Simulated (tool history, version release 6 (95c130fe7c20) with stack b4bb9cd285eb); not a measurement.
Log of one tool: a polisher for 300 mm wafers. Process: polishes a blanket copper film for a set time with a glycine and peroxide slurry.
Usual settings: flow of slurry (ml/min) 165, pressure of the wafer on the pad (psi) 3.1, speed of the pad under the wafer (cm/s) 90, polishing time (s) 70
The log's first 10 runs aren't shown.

run	hour	flow of slurry (ml/min)	pressure of the wafer on the pad (psi)	speed of the pad under the wafer (cm/s)	polishing time (s)	wafers since the last listed run	wafers polished on this pad	hours since the slurry nozzle was cleaned	hours since the head pressure was calibrated	incoming thickness of the incoming film, nm	film removed (Å)
11	108.2	165	3.8	90	70	75	1072	455.1	649.8	1081.6	4956
12	117.5	165	3.8	90	70	106	1179	464.4	659.1	1091.4	5004
13	123.7	165	3.1	90	70	71	1250	470.6	665.3	1068.1	4147
# hour 128.5: worn pad replaced by a new one
14	130.8	165	3.1	114	70	35	26	477.7	672.4	1069	5005
15	148	165	3.1	114	70	197	224	494.9	689.6	1095.5	5085
16	157.4	205	2.3	90	70	108	332	504.3	699	1089.9	3351
17	173.2	205	2.3	90	70	181	514	520.1	714.8	1085.2	3357
# hour 205: slurry nozzle cleaned
18	205.5	205	2.3	90	70	360	874	0.5	747.1	1101.2	3339
19	214.3	125	3.1	80	70	101	975	9.3	755.9	1084.1	3727
20	228.3	215	3.1	90	93	161	1136	23.3	769.9	1083.8	5637
# hour 245.9: worn pad replaced by a new one
21	246.4	165	3.1	76	89	162	5	41.4	788	1092.9	4587
22	255.1	200	2.7	66	90	100	105	50.1	796.7	1088.5	3785
23	263	165	4	90	70	90	196	58	804.6	1090.5	4981
24	291.9	165	3.1	102	70	332	529	86.9	833.5	1090.8	4571
25	341.7	165	3.1	90	70	572	1102	136.7	883.3	1098.2	4124
26	348.2	165	3.6	120	51	74	1176	143.2	889.8	1101.1	4302
# hour 359.4: worn pad replaced by a new one
27	361.4	145	3.7	110	61	105	22	156.4	903	1099.1	4773
28	378.3	200	3.1	90	70	194	217	173.3	919.9	1107.4	4198
# hour 390.2: head pressure recalibrated
29	391.3	165	3.1	102	63	126	343	186.3	1.1	1080.3	4501
30	409.2	115	2.7	90	70	205	549	204.2	19	1076.4	3877
31	426.5	165	3.1	90	70	198	748	221.5	36.3	1079.4	4420
32	437.4	165	2.5	90	70	125	873	232.4	47.2	1107.1	3733
33	450.3	165	3.7	90	70	148	1022	245.3	60.1	1094.6	5137
# hour 467.2: worn pad replaced by a new one
34	476.6	205	3.1	90	70	256	107	271.6	86.4	1075.5	4516

Forecast run 35:
35	491.9	205	3.1	90	70	175	283	286.9	101.7	1110	?

film removed (Å): 4473
Without the tool's hidden state the same run would have given film removed (Å) 4571.

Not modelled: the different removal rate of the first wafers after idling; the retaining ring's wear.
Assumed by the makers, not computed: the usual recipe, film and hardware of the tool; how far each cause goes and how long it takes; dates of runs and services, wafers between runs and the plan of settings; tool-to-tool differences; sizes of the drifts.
